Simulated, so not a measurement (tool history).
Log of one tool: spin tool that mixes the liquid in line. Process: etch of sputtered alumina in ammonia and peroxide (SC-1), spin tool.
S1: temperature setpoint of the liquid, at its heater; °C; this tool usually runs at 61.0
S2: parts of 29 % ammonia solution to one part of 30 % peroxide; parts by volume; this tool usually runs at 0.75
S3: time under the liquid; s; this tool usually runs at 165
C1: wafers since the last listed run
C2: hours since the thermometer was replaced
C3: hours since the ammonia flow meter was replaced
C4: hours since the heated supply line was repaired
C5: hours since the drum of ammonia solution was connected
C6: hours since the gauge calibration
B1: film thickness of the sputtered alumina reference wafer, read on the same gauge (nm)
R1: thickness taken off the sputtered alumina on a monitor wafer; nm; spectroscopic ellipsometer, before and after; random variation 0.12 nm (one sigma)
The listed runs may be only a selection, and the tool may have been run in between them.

run 1 hour=0.0 | S1=61.0 S2=0.75 S3=165 | C1=0 C2=2350.1 C3=639.9 C4=94.3 C5=579.7 C6=2392.4 | B1=129.98 | R1=14.01
run 2 hour=85.6 | S1=66.0 S2=0.90 S3=165 | C1=863 C2=2435.7 C3=725.5 C4=179.9 C5=665.3 C6=2478.0 | B1=130.04 | R1=18.25
run 3 hour=148.3 | S1=66.0 S2=0.90 S3=165 | C1=632 C2=2498.4 C3=788.2 C4=242.6 C5=728.0 C6=2540.7 | B1=129.97 | R1=18.06
run 4 hour=202.3 | S1=66.0 S2=0.90 S3=165 | C1=545 C2=2552.4 C3=842.2 C4=296.6 C5=782.0 C6=2594.7 | B1=130.01 | R1=17.68
run 5 hour=239.1 | S1=61.0 S2=0.55 S3=165 | C1=371 C2=2589.2 C3=879.0 C4=333.4 C5=818.8 C6=2631.5 | B1=129.98 | R1=13.36
run 6 hour=313.6 | S1=61.0 S2=0.55 S3=165 | C1=751 C2=2663.7 C3=953.5 C4=407.9 C5=893.3 C6=2706.0 | B1=129.98 | R1=13.29
-- hour=363.9 thermometer replaced
-- hour=388.0 gauge calibrated
run 7 hour=402.6 | S1=61.0 S2=0.75 S3=165 | C1=888 C2=38.7 C3=1042.5 C4=496.9 C5=982.3 C6=14.6 | B1=129.99 | R1=15.69
run 8 hour=451.9 | S1=61.0 S2=0.75 S3=165 | C1=497 C2=88.0 C3=1091.8 C4=546.2 C5=1031.6 C6=63.9 | B1=130.00 | R1=15.48
run 9 hour=533.2 | S1=61.0 S2=0.75 S3=165 | C1=820 C2=169.3 C3=1173.1 C4=627.5 C5=1112.9 C6=145.2 | B1=129.97 | R1=15.52
run 10 hour=573.1 | S1=63.5 S2=0.75 S3=200 | C1=402 C2=209.2 C3=1213.0 C4=667.4 C5=1152.8 C6=185.1 | B1=130.00 | R1=21.37
run 11 hour=621.3 | S1=58.0 S2=0.85 S3=130 | C1=486 C2=257.4 C3=1261.2 C4=715.6 C5=1201.0 C6=233.3 | B1=130.01 | R1=10.64
run 12 hour=660.3 | S1=64.0 S2=0.45 S3=165 | C1=393 C2=296.4 C3=1300.2 C4=754.6 C5=1240.0 C6=272.3 | B1=130.01 | R1=17.17
-- hour=669.9 new drum of ammonia solution connected
run 13 hour=759.1 | S1=61.0 S2=0.75 S3=165 | C1=987 C2=395.2 C3=1399.0 C4=853.4 C5=89.2 C6=371.1 | B1=129.99 | R1=15.29
run 14 hour=843.2 | S1=61.0 S2=0.75 S3=165 | C1=848 C2=479.3 C3=1483.1 C4=937.5 C5=173.3 C6=455.2 | B1=129.98 | R1=15.09
-- hour=930.8 heated supply line repaired
-- hour=945.6 ammonia flow meter replaced
run 15 hour=1153.7 | S1=52.0 S2=1.10 S3=130 | C1=3113 C2=789.8 C3=208.1 C4=222.9 C5=483.8 C6=765.7 | B1=130.02 | R1=7.67
run 16 hour=1228.1 | S1=55.0 S2=0.40 S3=100 | C1=750 C2=864.2 C3=282.5 C4=297.3 C5=558.2 C6=840.1 | B1=130.00 | R1=6.25
run 17 hour=1325.7 | S1=61.0 S2=0.75 S3=130 | C1=985 C2=961.8 C3=380.1 C4=394.9 C5=655.8 C6=937.7 | B1=130.00 | R1=11.83
run 18 hour=1421.1 | S1=69.5 S2=0.75 S3=245 | C1=962 C2=1057.2 C3=475.5 C4=490.3 C5=751.2 C6=1033.1 | B1=130.05 | R1=33.53
run 19 hour=1469.4 | S1=57.0 S2=0.65 S3=165 | C1=487 C2=1105.5 C3=523.8 C4=538.6 C5=799.5 C6=1081.4 | B1=130.00 | R1=11.90
run 20 hour=1513.3 | S1=52.5 S2=0.85 S3=120 | C1=443 C2=1149.4 C3=567.7 C4=582.5 C5=843.4 C6=1125.3 | B1=129.99 | R1=6.89
run 21 hour=1598.3 | S1=61.0 S2=0.75 S3=165 | C1=857 C2=1234.4 C3=652.7 C4=667.5 C5=928.4 C6=1210.3 | B1=130.03 | R1=14.75
run 22 hour=1642.2 | S1=64.5 S2=1.00 S3=120 | C1=443 C2=1278.3 C3=696.6 C4=711.4 C5=972.3 C6=1254.2 | B1=129.94 | R1=13.07
run 23 hour=1728.1 | S1=61.0 S2=1.05 S3=95 | C1=867 C2=1364.2 C3=782.5 C4=797.3 C5=1058.2 C6=1340.1 | B1=129.99 | R1=8.75
run 24 hour=1792.4 | S1=57.0 S2=0.45 S3=215 | C1=648 C2=1428.5 C3=846.8 C4=861.6 C5=1122.5 C6=1404.4 | B1=130.03 | R1=14.86
-- hour=1824.5 new drum of ammonia solution connected
run 25 hour=1848.5 | S1=64.0 S2=0.75 S3=165 | C1=556 C2=1484.6 C3=902.9 C4=917.7 C5=24.0 C6=1460.5 | B1=129.98 | R1=16.75

Hidden state at the last listed run before each entry between runs and at the first one after, where it differs:
Runs 6 to 7: thermometer replaced (hour 363.9); gauge calibrated (hour 388.0)
  liquid colder than its thermometer reads (K): 2.72 -> 0.0982
  the result without the hidden state subtracted from the measured one, R1: -2.00 -> -0.08 nm
Runs 12 to 13: new drum of ammonia solution connected (hour 669.9)
  liquid colder than its thermometer reads (K): 0.351 -> 0.448
  the result without the hidden state subtracted from the measured one, R1: -0.31 -> -0.35 nm
Runs 14 to 15: heated supply line repaired (hour 930.8); ammonia flow meter replaced (hour 945.6)
  liquid colder than its thermometer reads (K): 0.531 -> 0.836
  the result without the hidden state subtracted from the measured one, R1: -0.42 -> -0.35 nm
Runs 24 to 25: new drum of ammonia solution connected (hour 1824.5)
  liquid colder than its thermometer reads (K): 1.46 -> 1.52
  the result without the hidden state subtracted from the measured one, R1: -1.19 -> -1.33 nm
